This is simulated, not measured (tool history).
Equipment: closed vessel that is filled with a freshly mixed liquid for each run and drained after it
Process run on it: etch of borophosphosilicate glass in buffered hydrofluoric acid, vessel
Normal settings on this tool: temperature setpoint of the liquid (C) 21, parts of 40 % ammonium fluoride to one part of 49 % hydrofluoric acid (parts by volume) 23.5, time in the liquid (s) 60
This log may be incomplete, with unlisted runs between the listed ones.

run	hour	temperature setpoint of the liquid (C)	parts of 40 % ammonium fluoride to one part of 49 % hydrofluoric acid (parts by volume)	time in the liquid (s)	read-back film thickness of the borophosphosilicate glass reference wafer, read on the same gauge (nm)	thickness taken off the borophosphosilicate glass on a monitor wafer (Å)
1	0	21	26	60	40.03	319.2
2	12.2	21	17	60	40.02	447.4
3	19.4	21	17	60	40	448.1
4	34.4	21	17	60	39.99	442.1
# hour 46.2: gauge calibrated
5	46.8	21	23.5	60	39.95	339.8
6	53.2	21	23.5	60	40	339.9
7	69.7	21	23.5	60	39.99	337.1
8	81.7	21	23.5	60	40.04	340
9	98.1	21	23.5	60	40.02	337.7
10	107.3	21	23.5	60	40	338.1
11	124.6	21	23.5	60	39.98	336.6
12	138.8	21	23.5	60	40.01	333.8
13	153.9	21	23.5	60	40.01	337.7
14	161.2	21	23.5	60	39.99	333.1
15	178.7	23	23.5	45	40	284.1
# hour 190.6: thermometer replaced
16	196.5	23	23.5	45	39.96	319
17	211.7	17	23.5	75	40.02	378.5
18	220.5	21	23.5	60	40	380.6
19	230.4	19.5	23.5	60	40.01	347.3

Run 20, settings as shown, results not yet in. Your forecast:
20	236.8	19	23.5	30	?	?

{"run 20": {"read-back film thickness of the borophosphosilicate glass reference wafer, read on the same gauge (nm)": 39.99, "thickness taken off the borophosphosilicate glass on a monitor wafer (Å)": 168.5}}
If the tool had no hidden condition, the same run with the same run-to-run variation would have returned thickness taken off the borophosphosilicate glass on a monitor wafer (Å) 169.9.
